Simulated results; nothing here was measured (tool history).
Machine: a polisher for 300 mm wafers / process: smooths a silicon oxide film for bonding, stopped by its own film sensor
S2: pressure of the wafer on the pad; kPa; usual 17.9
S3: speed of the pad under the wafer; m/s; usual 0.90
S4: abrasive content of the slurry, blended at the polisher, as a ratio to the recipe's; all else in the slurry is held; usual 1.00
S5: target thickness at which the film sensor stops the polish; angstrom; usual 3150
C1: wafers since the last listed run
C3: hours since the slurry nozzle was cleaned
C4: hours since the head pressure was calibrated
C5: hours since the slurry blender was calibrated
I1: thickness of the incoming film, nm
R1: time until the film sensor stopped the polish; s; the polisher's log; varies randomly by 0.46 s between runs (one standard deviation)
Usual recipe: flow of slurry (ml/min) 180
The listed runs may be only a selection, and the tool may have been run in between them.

Run 1, day 0.000: usual settings but flow of slurry (ml/min) 205; C1 0; wafers polished on this pad 779; C3 375.5; C4 160.4; C5 236.9; I1 352.7. Result: R1 38.7 s.
At day 2.275: slurry nozzle cleaned.
At day 2.433: slurry blender recalibrated.
Run 2, day 3.888: usual settings; C1 674; wafers polished on this pad 1454; C3 38.7; C4 253.7; C5 34.9; I1 355.3. Result: R1 42.5 s.
Run 3, day 8.242: usual settings but S3 1.00 m/s; C1 780; wafers polished on this pad 2234; C3 143.2; C4 358.2; C5 139.4; I1 362.4. Result: R1 46.6 s.
Run 4, day 9.183: usual settings but S3 1.00 m/s; C1 168; wafers polished on this pad 2403; C3 165.8; C4 380.8; C5 162.0; I1 366.4. Result: R1 49.7 s.
At day 9.933: worn pad replaced by a new one.
Run 5, day 10.012: usual settings; C1 118; wafers polished on this pad 14; C3 185.7; C4 400.7; C5 181.9; I1 360.0. Result: R1 47.1 s.
Run 6, day 10.538: usual settings; C1 94; wafers polished on this pad 108; C3 198.3; C4 413.3; C5 194.5; I1 359.8. Result: R1 46.8 s.
At day 10.746: head pressure recalibrated.
Run 7, day 13.862: usual settings but S2 13.1 kPa, S4 0.75; C1 580; wafers polished on this pad 689; C3 278.1; C4 74.8; C5 274.3; I1 355.9. Result: R1 64.3 s.
At day 14.546: slurry blender recalibrated.
Run 8, day 15.062: usual settings; C1 200; wafers polished on this pad 889; C3 306.9; C4 103.6; C5 12.4; I1 359.7. Result: R1 45.3 s.
Run 9, day 16.192: usual settings but S2 22.8 kPa, S4 0.85; C1 202; wafers polished on this pad 1091; C3 334.0; C4 130.7; C5 39.5; I1 362.2. Result: R1 40.9 s.
Run 10, day 16.867: usual settings but S4 0.75, S5 3000 angstrom; C1 120; wafers polished on this pad 1212; C3 350.2; C4 146.9; C5 55.7; I1 355.2. Result: R1 65.1 s.
Run 11, day 17.692: usual settings but S2 22.1 kPa; C1 147; wafers polished on this pad 1360; C3 370.0; C4 166.7; C5 75.5; I1 359.5. Result: R1 37.8 s.
Run 12, day 18.950: usual settings but flow of slurry (ml/min) 155, S2 21.4 kPa, S4 1.25, S5 3000 angstrom; C1 225; wafers polished on this pad 1586; C3 400.2; C4 196.9; C5 105.7; I1 358.9. Result: R1 48.4 s.
At day 20.100: slurry nozzle cleaned.
Run 13, day 20.312: usual settings but S2 20.0 kPa, S3 1.18 m/s, S4 1.25, S5 3280 angstrom; C1 236; wafers polished on this pad 1822; C3 5.1; C4 229.6; C5 138.4; I1 361.2. Result: R1 23.1 s.
Run 14, day 20.942: usual settings; C1 112; wafers polished on this pad 1935; C3 20.2; C4 244.7; C5 153.5; I1 361.2. Result: R1 49.5 s.
At day 22.475: worn pad replaced by a new one.
Run 15, day 22.496: usual settings but S3 0.72 m/s, S4 0.85; C1 248; wafers polished on this pad 3; C3 57.5; C4 282.0; C5 190.8; I1 359.9. Result: R1 61.4 s.
Run 16, day 23.412: usual settings; C1 164; wafers polished on this pad 167; C3 79.5; C4 304.0; C5 212.8; I1 361.2. Result: R1 48.9 s.
Run 17, day 24.075: usual settings; C1 118; wafers polished on this pad 286; C3 95.4; C4 319.9; C5 228.7; I1 360.8. Result: R1 48.8 s.
Run 18, day 25.383: usual settings but S3 1.14 m/s, S5 3030 angstrom; C1 234; wafers polished on this pad 521; C3 126.8; C4 351.3; C5 260.1; I1 362.1. Result: R1 52.8 s.
Run 19, day 26.346: usual settings but S3 1.08 m/s; C1 172; wafers polished on this pad 693; C3 149.9; C4 374.4; C5 283.2; I1 354.0. Result: R1 36.0 s.
At day 27.138: slurry blender recalibrated.
Run 20, day 27.496: usual settings but S3 1.06 m/s; C1 191; wafers polished on this pad 884; C3 177.5; C4 402.0; C5 8.6; I1 365.4. Result: R1 48.2 s.
At day 28.417: head pressure recalibrated.
Run 21, day 30.438: usual settings but S2 19.3 kPa, S4 1.30; C1 512; wafers polished on this pad 1397; C3 248.1; C4 48.5; C5 79.2; I1 361.6. Result: R1 38.4 s.
Run 22, day 31.167: usual settings but flow of slurry (ml/min) 135, S4 0.90; C1 130; wafers polished on this pad 1527; C3 265.6; C4 66.0; C5 96.7; I1 360.8. Result: R1 50.3 s.
Run 23, day 32.508: usual settings but S4 1.30, S5 3110 angstrom; C1 240; wafers polished on this pad 1768; C3 297.8; C4 98.2; C5 128.9; I1 364.8. Result: R1 47.8 s.
Run 24, day 33.404: usual settings but S2 21.4 kPa, S3 1.00 m/s; C1 160; wafers polished on this pad 1928; C3 319.3; C4 119.7; C5 150.4; I1 357.2. Result: R1 33.2 s.
Run 25, day 34.312: usual settings but S5 3050 angstrom; C1 162; wafers polished on this pad 2091; C3 341.1; C4 141.5; C5 172.2; I1 366.5. Result: R1 63.3 s.
Run 26, day 35.646: usual settings; C1 238; wafers polished on this pad 2330; C3 373.1; C4 173.5; C5 204.2; I1 360.1. Result: R1 46.5 s.
At day 35.988: slurry nozzle cleaned.
At day 36.517: worn pad replaced by a new one.
Run 27, day 36.633: usual settings but S5 3060 angstrom; C1 139; wafers polished on this pad 21; C3 15.5; C4 197.2; C5 227.9; I1 364.3. Result: R1 60.4 s.
Run 28, day 37.462: usual settings but S4 0.85, S5 3290 angstrom; C1 148; wafers polished on this pad 169; C3 35.4; C4 217.1; C5 247.8; I1 358.9. Result: R1 34.0 s.
Run 29, day 38.108: usual settings; C1 115; wafers polished on this pad 285; C3 50.9; C4 232.6; C5 263.3; I1 366.4. Result: R1 54.1 s.
Run 30, day 39.388: usual settings; C1 229; wafers polished on this pad 514; C3 81.6; C4 263.3; C5 294.0; I1 359.5. Result: R1 46.7 s.

Forecast each of these 4 alternatives for the next run:
Run A, day 39.404: usual settings; C1 2; wafers polished on this pad 517; C3 82.0; C4 263.7; C5 294.4; I1 358.0. Result: R1 ?.
Run B, day 39.404: usual settings but S2 22.8 kPa, S5 3020 angstrom; C1 2; wafers polished on this pad 517; C3 82.0; C4 263.7; C5 294.4; I1 358.0. Result: R1 ?.
Run C, day 39.404: usual settings but S3 1.18 m/s, S4 0.85; C1 2; wafers polished on this pad 517; C3 82.0; C4 263.7; C5 294.4; I1 358.0. Result: R1 ?.
Run D, day 39.404: usual settings but S2 24.1 kPa, S4 0.85, S5 3280 angstrom; C1 2; wafers polished on this pad 517; C3 82.0; C4 263.7; C5 294.4; I1 358.0. Result: R1 ?.

run    R1
  A  45.5
  B  46.7
  C  39.8
  D  25.4
With no hidden state in the tool, these same runs would have given:
run    R1
  A  41.5
  B  42.6
  C  36.3
  D  23.2
